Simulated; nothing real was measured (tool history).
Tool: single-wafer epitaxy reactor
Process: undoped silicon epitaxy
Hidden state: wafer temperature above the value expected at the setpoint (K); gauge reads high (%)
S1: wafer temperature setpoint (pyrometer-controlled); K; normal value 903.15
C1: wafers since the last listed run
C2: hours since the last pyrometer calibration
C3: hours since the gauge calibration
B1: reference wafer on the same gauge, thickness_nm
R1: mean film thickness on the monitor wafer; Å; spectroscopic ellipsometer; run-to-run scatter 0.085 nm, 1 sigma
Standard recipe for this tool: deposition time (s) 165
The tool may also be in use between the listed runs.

run 1 day=0 | S1=903.15 deposition_time_(s)=179 | C1=0 C2=1078.4 C3=603.4 | B1=19.325 | R1=197.13
run 2 day=2.4 | S1=903.15 deposition_time_(s)=165 | C1=633 C2=1136 C3=661 | B1=19.271 | R1=181.06
run 3 day=5.842 | S1=903.15 deposition_time_(s)=165 | C1=909 C2=1218.6 C3=743.6 | B1=19.318 | R1=181.05
run 4 day=8.912 | S1=903.15 deposition_time_(s)=165 | C1=811 C2=1292.3 C3=817.3 | B1=19.264 | R1=180.82
run 5 day=10.675 | S1=898.15 deposition_time_(s)=141 | C1=465 C2=1334.6 C3=859.6 | B1=19.292 | R1=139.99
run 6 day=15.05 | S1=898.15 deposition_time_(s)=141 | C1=1155 C2=1439.6 C3=964.6 | B1=19.291 | R1=139.49
run 7 day=18.946 | S1=903.15 deposition_time_(s)=172 | C1=1029 C2=1533.1 C3=1058.1 | B1=19.303 | R1=190.12
run 8 day=20.508 | S1=903.15 deposition_time_(s)=165 | C1=412 C2=1570.6 C3=1095.6 | B1=19.319 | R1=181.49
run 9 day=23.621 | S1=903.15 deposition_time_(s)=165 | C1=822 C2=1645.3 C3=1170.3 | B1=19.283 | R1=183.78
run 10 day=27.767 | S1=903.15 deposition_time_(s)=155 | C1=1095 C2=1744.8 C3=1269.8 | B1=19.313 | R1=171.88
run 11 day=30.958 | S1=903.15 deposition_time_(s)=155 | C1=843 C2=1821.4 C3=1346.4 | B1=19.311 | R1=171.49
run 12 day=34.367 | S1=903.15 deposition_time_(s)=155 | C1=900 C2=1903.2 C3=1428.2 | B1=19.276 | R1=172.31
-- day=36.354 pyrometer calibrated
run 13 day=37.733 | S1=900.15 deposition_time_(s)=165 | C1=801 C2=33.1 C3=1509 | B1=19.293 | R1=166.95
run 14 day=39.729 | S1=900.15 deposition_time_(s)=165 | C1=527 C2=81 C3=1556.9 | B1=19.286 | R1=168.36
run 15 day=41.412 | S1=903.15 deposition_time_(s)=165 | C1=444 C2=121.4 C3=1597.3 | B1=19.335 | R1=179.19
run 16 day=45.233 | S1=903.15 deposition_time_(s)=165 | C1=1009 C2=213.1 C3=1689 | B1=19.267 | R1=179.41
run 17 day=48.692 | S1=903.15 deposition_time_(s)=165 | C1=913 C2=296.1 C3=1772 | B1=19.307 | R1=180.37
-- day=51.683 gauge calibrated
run 18 day=51.992 | S1=896.15 deposition_time_(s)=165 | C1=871 C2=375.3 C3=7.4 | B1=19.292 | R1=155
run 19 day=55.362 | S1=903.15 deposition_time_(s)=165 | C1=890 C2=456.2 C3=88.3 | B1=19.317 | R1=179.01
run 20 day=58.196 | S1=892.15 deposition_time_(s)=165 | C1=748 C2=524.2 C3=156.3 | B1=19.323 | R1=143.89

Run 21 is up next; what results do you expect?
run 21 day=70.604 | S1=914.15 deposition_time_(s)=141 | C1=3277 C2=822 C3=454.1 | B1=? | R1=?

{"run 21": {"B1": 19.292, "R1": 191.54}}
Without the tool's hidden state the same run would have given R1 190.08 Å.

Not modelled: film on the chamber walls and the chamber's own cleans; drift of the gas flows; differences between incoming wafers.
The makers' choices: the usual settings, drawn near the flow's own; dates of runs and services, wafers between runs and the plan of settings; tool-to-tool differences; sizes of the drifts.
